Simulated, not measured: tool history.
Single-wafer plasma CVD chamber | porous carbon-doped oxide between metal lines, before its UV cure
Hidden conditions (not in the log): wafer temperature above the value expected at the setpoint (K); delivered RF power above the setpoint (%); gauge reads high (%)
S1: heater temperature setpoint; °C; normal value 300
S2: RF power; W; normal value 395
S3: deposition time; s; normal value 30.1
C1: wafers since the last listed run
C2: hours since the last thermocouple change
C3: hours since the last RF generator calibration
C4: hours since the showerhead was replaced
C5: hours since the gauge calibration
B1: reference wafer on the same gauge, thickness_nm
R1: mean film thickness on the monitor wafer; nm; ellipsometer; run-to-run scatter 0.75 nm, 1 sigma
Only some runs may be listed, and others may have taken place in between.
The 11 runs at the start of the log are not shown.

run 12 hour=797 | S1=306 S2=395 S3=25.7 | C1=1657 C2=372.2 C3=573 C4=89.3 C5=2429.1 | B1=115.083 | R1=119.092
run 13 hour=838.3 | S1=300 S2=395 S3=30.1 | C1=784 C2=413.5 C3=614.3 C4=130.6 C5=2470.4 | B1=114.968 | R1=141.966
-- hour=868.8 gauge calibrated
run 14 hour=935.8 | S1=300 S2=395 S3=30.1 | C1=1851 C2=511 C3=711.8 C4=228.1 C5=67 | B1=115.194 | R1=142.741
run 15 hour=990.5 | S1=305 S2=450 S3=32.5 | C1=1038 C2=565.7 C3=766.5 C4=282.8 C5=121.7 | B1=114.895 | R1=157.863
run 16 hour=1083.3 | S1=305 S2=465 S3=35.9 | C1=1761 C2=658.5 C3=859.3 C4=375.6 C5=214.5 | B1=115.118 | R1=177.706
run 17 hour=1160.4 | S1=300 S2=395 S3=33.4 | C1=1463 C2=735.6 C3=936.4 C4=452.7 C5=291.6 | B1=114.874 | R1=157.203
run 18 hour=1231.9 | S1=300 S2=395 S3=31.7 | C1=1357 C2=807.1 C3=1007.9 C4=524.2 C5=363.1 | B1=114.954 | R1=149.792
run 19 hour=1322.4 | S1=287 S2=440 S3=30.1 | C1=1718 C2=897.6 C3=1098.4 C4=614.7 C5=453.6 | B1=115.105 | R1=159.858

Forecast run 20:
-- hour=1403.2 thermocouple changed; heater temperature recalibrated
run 20 hour=1418.5 | S1=300 S2=395 S3=30.1 | C1=1672 C2=15.3 C3=1194.5 C4=710.8 C5=549.7 | B1=? | R1=?

{"run 20": {"B1": 115.029, "R1": 140.199}}
If the tool had no hidden condition, the same run with the same run-to-run variation would have returned R1 140.087 nm.

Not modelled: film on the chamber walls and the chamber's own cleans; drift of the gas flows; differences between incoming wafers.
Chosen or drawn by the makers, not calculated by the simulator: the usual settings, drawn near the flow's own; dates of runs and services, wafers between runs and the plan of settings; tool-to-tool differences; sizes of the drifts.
